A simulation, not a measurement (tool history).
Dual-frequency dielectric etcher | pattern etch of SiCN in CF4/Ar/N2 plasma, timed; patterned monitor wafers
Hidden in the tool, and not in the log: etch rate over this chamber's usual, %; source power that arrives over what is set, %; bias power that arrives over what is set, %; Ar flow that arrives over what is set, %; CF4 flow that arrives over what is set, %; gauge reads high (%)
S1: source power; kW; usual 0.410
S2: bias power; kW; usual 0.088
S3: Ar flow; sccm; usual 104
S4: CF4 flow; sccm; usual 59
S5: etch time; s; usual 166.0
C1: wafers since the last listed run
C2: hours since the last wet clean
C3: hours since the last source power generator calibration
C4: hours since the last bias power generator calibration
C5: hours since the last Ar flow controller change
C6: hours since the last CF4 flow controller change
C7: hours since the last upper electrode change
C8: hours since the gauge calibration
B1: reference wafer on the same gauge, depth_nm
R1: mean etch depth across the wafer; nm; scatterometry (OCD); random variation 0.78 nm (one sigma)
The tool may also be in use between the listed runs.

Run 1, hour 0.0: usual settings but S1 0.480 kW, S4 67 sccm, S5 207.0 s; C1 0; C2 300.4; C3 4257.9; C4 43.8; C5 85.3; C6 9.8; C7 4968.6; C8 563.1; B1 152.3. Result: R1 206.9 nm.
At hour 13.0: source power generator calibrated.
At hour 27.7: upper electrode replaced.
Run 2, hour 28.2: usual settings but S1 0.380 kW, S2 0.102 kW; C1 74; C2 328.6; C3 15.2; C4 72.0; C5 113.5; C6 38.0; C7 0.5; C8 591.3; B1 152.3. Result: R1 146.3 nm.
Run 3, hour 28.6: usual settings but S2 0.105 kW, S5 189.5 s; C1 3; C2 329.0; C3 15.6; C4 72.4; C5 113.9; C6 38.4; C7 0.9; C8 591.7; B1 152.0. Result: R1 179.4 nm.
At hour 34.2: gauge calibrated.
Run 4, hour 43.6: usual settings; C1 118; C2 344.0; C3 30.6; C4 87.4; C5 128.9; C6 53.4; C7 15.9; C8 9.4; B1 151.8. Result: R1 146.6 nm.
Run 5, hour 54.1: usual settings but S4 71 sccm, S5 192.5 s; C1 82; C2 354.5; C3 41.1; C4 97.9; C5 139.4; C6 63.9; C7 26.4; C8 19.9; B1 151.9. Result: R1 171.9 nm.
Run 6, hour 60.4: usual settings but S3 91 sccm; C1 49; C2 360.8; C3 47.4; C4 104.2; C5 145.7; C6 70.2; C7 32.7; C8 26.2; B1 151.7. Result: R1 148.3 nm.
Run 7, hour 70.0: usual settings but S1 0.500 kW, S2 0.073 kW, S3 114 sccm, S5 131.0 s; C1 75; C2 370.4; C3 57.0; C4 113.8; C5 155.3; C6 79.8; C7 42.3; C8 35.8; B1 151.9. Result: R1 121.0 nm.
Run 8, hour 106.1: usual settings but S1 0.360 kW, S2 0.082 kW, S3 113 sccm; C1 284; C2 406.5; C3 93.1; C4 149.9; C5 191.4; C6 115.9; C7 78.4; C8 71.9; B1 152.1. Result: R1 127.2 nm.
At hour 142.4: wet clean of the chamber.
Run 9, hour 142.9: usual settings but S2 0.082 kW, S4 73 sccm, S5 142.5 s; C1 100; C2 0.5; C3 129.9; C4 186.7; C5 228.2; C6 152.7; C7 115.2; C8 108.7; B1 151.9. Result: R1 120.6 nm.
Run 10, hour 143.3: usual settings but S4 69 sccm; C1 3; C2 0.9; C3 130.3; C4 187.1; C5 228.6; C6 153.1; C7 115.6; C8 109.1; B1 152.1. Result: R1 143.7 nm.
Run 11, hour 143.7: usual settings; C1 3; C2 1.3; C3 130.7; C4 187.5; C5 229.0; C6 153.5; C7 116.0; C8 109.5; B1 151.9. Result: R1 140.5 nm.
Run 12, hour 151.5: usual settings; C1 61; C2 9.1; C3 138.5; C4 195.3; C5 236.8; C6 161.3; C7 123.8; C8 117.3; B1 152.1. Result: R1 139.0 nm.
Run 13, hour 167.4: usual settings but S4 53 sccm, S5 182.0 s; C1 125; C2 25.0; C3 154.4; C4 211.2; C5 252.7; C6 177.2; C7 139.7; C8 133.2; B1 152.1. Result: R1 152.4 nm.
Run 14, hour 182.0: usual settings but S2 0.103 kW, S3 79 sccm, S4 45 sccm, S5 140.5 s; C1 115; C2 39.6; C3 169.0; C4 225.8; C5 267.3; C6 191.8; C7 154.3; C8 147.8; B1 152.2. Result: R1 127.6 nm.
Run 15, hour 197.8: usual settings but S2 0.095 kW, S3 123 sccm, S4 53 sccm; C1 124; C2 55.4; C3 184.8; C4 241.6; C5 283.1; C6 207.6; C7 170.1; C8 163.6; B1 151.9. Result: R1 141.6 nm.
Run 16, hour 210.8: usual settings; C1 102; C2 68.4; C3 197.8; C4 254.6; C5 296.1; C6 220.6; C7 183.1; C8 176.6; B1 152.3. Result: R1 140.3 nm.
Run 17, hour 223.4: usual settings but S1 0.380 kW, S3 79 sccm, S5 204.5 s; C1 99; C2 81.0; C3 210.4; C4 267.2; C5 308.7; C6 233.2; C7 195.7; C8 189.2; B1 151.5. Result: R1 172.2 nm.
Run 18, hour 236.8: usual settings; C1 105; C2 94.4; C3 223.8; C4 280.6; C5 322.1; C6 246.6; C7 209.1; C8 202.6; B1 152.2. Result: R1 143.1 nm.
Run 19, hour 246.7: usual settings but S1 0.490 kW, S5 190.0 s; C1 78; C2 104.3; C3 233.7; C4 290.5; C5 332.0; C6 256.5; C7 219.0; C8 212.5; B1 151.9. Result: R1 187.1 nm.
Run 20, hour 263.4: usual settings; C1 131; C2 121.0; C3 250.4; C4 307.2; C5 348.7; C6 273.2; C7 235.7; C8 229.2; B1 151.9. Result: R1 141.6 nm.

5 ways to go on from here, each from the tool as it stands after run 20. What would each give?
Run A, hour 263.9: usual settings; C1 3; C2 121.5; C3 250.9; C4 307.7; C5 349.2; C6 273.7; C7 236.2; C8 229.7; B1 ?. Result: R1 ?.
Run B, hour 263.9: usual settings but S1 0.360 kW, S3 111 sccm, S4 44 sccm, S5 200.5 s; C1 3; C2 121.5; C3 250.9; C4 307.7; C5 349.2; C6 273.7; C7 236.2; C8 229.7; B1 ?. Result: R1 ?.
Run C, hour 263.9: usual settings but S2 0.095 kW; C1 3; C2 121.5; C3 250.9; C4 307.7; C5 349.2; C6 273.7; C7 236.2; C8 229.7; B1 ?. Result: R1 ?.
Run D, hour 263.9: usual settings but S1 0.500 kW, S2 0.103 kW, S3 86 sccm; C1 3; C2 121.5; C3 250.9; C4 307.7; C5 349.2; C6 273.7; C7 236.2; C8 229.7; B1 ?. Result: R1 ?.
Run E, hour 263.9: usual settings but S1 0.340 kW, S2 0.104 kW, S4 54 sccm; C1 3; C2 121.5; C3 250.9; C4 307.7; C5 349.2; C6 273.7; C7 236.2; C8 229.7; B1 ?. Result: R1 ?.

run     B1     R1
  A  152.0  141.3
  B  152.0  148.4
  C  152.0  146.1
  D  152.0  179.1
  E  152.0  131.6
Without the tool's hidden state the same runs would have given:
run     R1
  A  138.4
  B  145.4
  C  143.2
  D  175.5
  E  129.0
